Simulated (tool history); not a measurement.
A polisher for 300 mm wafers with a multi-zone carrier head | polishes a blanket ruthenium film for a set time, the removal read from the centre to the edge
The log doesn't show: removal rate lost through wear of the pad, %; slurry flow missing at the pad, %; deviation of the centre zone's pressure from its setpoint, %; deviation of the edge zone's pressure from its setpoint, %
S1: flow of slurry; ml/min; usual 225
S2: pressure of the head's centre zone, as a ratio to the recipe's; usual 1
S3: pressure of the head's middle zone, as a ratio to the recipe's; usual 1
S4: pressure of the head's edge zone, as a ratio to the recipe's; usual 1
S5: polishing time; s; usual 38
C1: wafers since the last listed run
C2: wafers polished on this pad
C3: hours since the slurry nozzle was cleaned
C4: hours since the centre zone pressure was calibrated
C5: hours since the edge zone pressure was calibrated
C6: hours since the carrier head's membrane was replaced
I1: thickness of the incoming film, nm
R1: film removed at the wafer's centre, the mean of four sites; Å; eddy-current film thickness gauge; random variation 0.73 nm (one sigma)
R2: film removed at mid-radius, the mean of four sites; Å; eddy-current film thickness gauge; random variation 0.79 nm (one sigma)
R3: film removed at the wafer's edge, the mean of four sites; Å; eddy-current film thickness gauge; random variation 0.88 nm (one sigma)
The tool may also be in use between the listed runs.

run	day	S1	S2	S3	S4	S5	C1	C2	C3	C4	C5	C6	I1	R1	R2	R3
1	0	225	1.04	1.04	1	38	0	8385	419.6	372.7	267.8	764.5	445.1	577	608	582
# day 2.292: worn pad replaced by a new one
2	2.312	225	1.04	1.04	1	38	884	7	475.1	428.2	323.3	820	456.4	580	607	581
3	4.962	225	1	0.93	1	38	1092	1099	538.7	491.8	386.9	883.6	445.1	563	548	580
4	7.842	225	1	1	1	38	1186	2286	607.8	560.9	456	952.7	449.2	553	601	589
# day 7.933: slurry nozzle cleaned
5	9.633	260	1	1	1	38	721	3007	40.8	603.9	499	995.7	446.2	565	617	594
6	12.008	225	1	1.11	1	33	978	3986	97.8	660.9	556	1052.7	453.6	480	562	506
# day 13.704: carrier head's membrane replaced by a new one
7	14.65	225	1	1	1	38	1002	4989	161.2	724.3	619.4	22.7	450.6	549	594	592
# day 17.246: edge zone pressure recalibrated
# day 18.062: centre zone pressure recalibrated
8	18.083	190	0.96	1	1.07	49	1346	6335	243.6	0.5	20.1	105.1	447.5	687	743	789
9	20.679	225	1	1	1	38	1069	7405	305.9	62.8	82.4	167.4	449.5	576	603	591
10	25.012	175	0.9	1	1	38	1785	9191	409.9	166.8	186.4	271.4	445.6	488	555	587
# day 26.638: worn pad replaced by a new one
11	29.208	225	1	0.95	1	34	1660	1059	510.6	267.5	287.1	372.1	447	507	490	533
12	31.592	225	1	1	1	38	982	2042	567.8	324.7	344.3	429.3	452.3	552	594	588
13	33.8	250	1	1	1.11	33	910	2952	620.8	377.7	397.3	482.3	455.2	489	515	544
14	36.338	225	1	1	1.07	49	1045	3998	681.7	438.6	458.2	543.2	449.5	696	752	769
# day 37.117: slurry nozzle cleaned
15	37.854	260	1	1	0.92	51	607	4606	17.7	475	494.6	579.6	447.3	751	782	781
16	39.612	225	0.92	1	1	38	724	5330	59.9	517.2	536.8	621.8	448.3	498	586	594
17	42.217	225	1	1.06	0.93	38	1073	6404	122.4	579.7	599.3	684.3	459.5	538	613	566
# day 44.358: edge zone pressure recalibrated
18	45.012	225	1	1.05	1	38	1117	7522	189.5	646.8	15.7	751.4	453.1	513	624	586
19	48.021	150	1.05	1.05	1	38	1239	8761	261.7	719	87.9	823.6	453.2	494	584	553
# day 51.692: worn pad replaced by a new one
20	52.121	225	1	0.94	1	38	1621	177	360.1	817.4	186.3	922	451.7	507	571	583
# day 54.604: centre zone pressure recalibrated
21	54.671	225	1	1	1.04	38	1016	1193	421.3	1.6	247.5	983.2	444.5	597	587	607
# day 60.204: carrier head's membrane replaced by a new one
# day 65.242: slurry nozzle cleaned
22	67.892	225	1	1.05	1	38	5345	6539	63.6	318.9	564.8	184.5	443.4	583	608	591

Forecast each of these 4 alternatives for the next run:
A	67.908	225	1	1	1	38	6	6546	64	319.3	565.2	184.9	448.7	?	?	?
B	67.908	225	1	1.11	0.91	38	6	6546	64	319.3	565.2	184.9	448.7	?	?	?
C	67.908	200	1.04	0.9	1.09	38	6	6546	64	319.3	565.2	184.9	448.7	?	?	?
D	67.908	175	1	1	1	38	6	6546	64	319.3	565.2	184.9	448.7	?	?	?

run	R1	R2	R3
A	565	598	594
B	566	652	568
C	573	539	613
D	540	574	576
Without the tool's hidden state the same runs would have given:
run	R1	R2	R3
A	581	598	594
B	581	652	568
C	589	539	613
D	554	574	576
